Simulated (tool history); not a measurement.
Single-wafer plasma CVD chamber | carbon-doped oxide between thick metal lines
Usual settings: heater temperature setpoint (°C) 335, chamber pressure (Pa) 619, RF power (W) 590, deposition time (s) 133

run   hour  heater temperature setpoint (°C)  chamber pressure (Pa)  RF power (W)  deposition time (s)  read-back reference wafer on the same gauge, thickness_nm  mean film thickness on the monitor wafer (angstrom)
  1    0.0                               335                    619           590                  133                                                    863.435                                              7522.49
  2   28.8                               335                    619           590                  133                                                    862.367                                              7475.72
  3   50.0                               335                    619           590                  133                                                    862.806                                              7477.56
  4   85.7                               335                    619           590                  133                                                    862.778                                              7440.38
  5  119.3                               335                    619           545                  133                                                    863.196                                              6972.55
  6  133.8                               335                    619           545                  133                                                    861.843                                              6927.13
     192.4  -- gauge calibrated
  7  194.2                               335                    619           545                  133                                                    863.172                                              6928.88
  8  242.5                               343                    619           590                  121                                                    863.167                                              6621.87
  9  264.5                               343                    619           590                  121                                                    862.385                                              6606.53
     273.1  -- showerhead replaced, of another model than before
     288.4  -- capacitance manometer re-zeroed and calibrated
 10  288.9                               335                    619           590                  133                                                    862.901                                              7576.82
 11  306.2                               335                    619           590                  133                                                    862.975                                              7541.26
 12  335.1                               335                    619           670                  133                                                    862.062                                              8167.81
     361.9  -- thermocouple changed; heater temperature recalibrated
 13  369.0                               335                    619           590                  133                                                    862.305                                              7547.08
     392.3  -- RF generator calibrated
 14  403.7                               335                    619           590                  133                                                    862.826                                              7860.41
 15  431.7                               335                    667           590                  133                                                    863.354                                              8026.59
 16  445.2                               335                    619           590                  133                                                    862.456                                              7840.40
 17  463.1                               341                    619           590                  133                                                    862.664                                              7734.21
 18  566.7                               335                    517           590                  159                                                    862.319                                              8924.82
     576.5  -- gauge calibrated
 19  588.1                               321                    619           590                  133                                                    862.215                                              8199.13
 20  602.9                               325                    619           635                  126                                                    862.107                                              7975.64
 21  702.4                               335                    724           670                  108                                                    863.148                                              7100.60
 22  736.0                               325                    723           480                  154                                                    863.176                                              8530.00

3 ways to go on from here, each from the tool as it stands after run 22. What would each give?
  A  736.4                               335                    489           590                  133                                                          ?                                                    ?
  B  736.4                               335                    469           590                  133                                                          ?                                                    ?
  C  736.4                               342                    524           590                  123                                                          ?                                                    ?

run  read-back reference wafer on the same gauge, thickness_nm  mean film thickness on the monitor wafer (angstrom)
  A                                                    862.414                                              7334.27
  B                                                    862.414                                              7284.80
  C                                                    862.414                                              6766.12
Without the tool's hidden state the same runs would have given:
run  mean film thickness on the monitor wafer (angstrom)
  A                                              7457.18
  B                                              7406.87
  C                                              6879.50
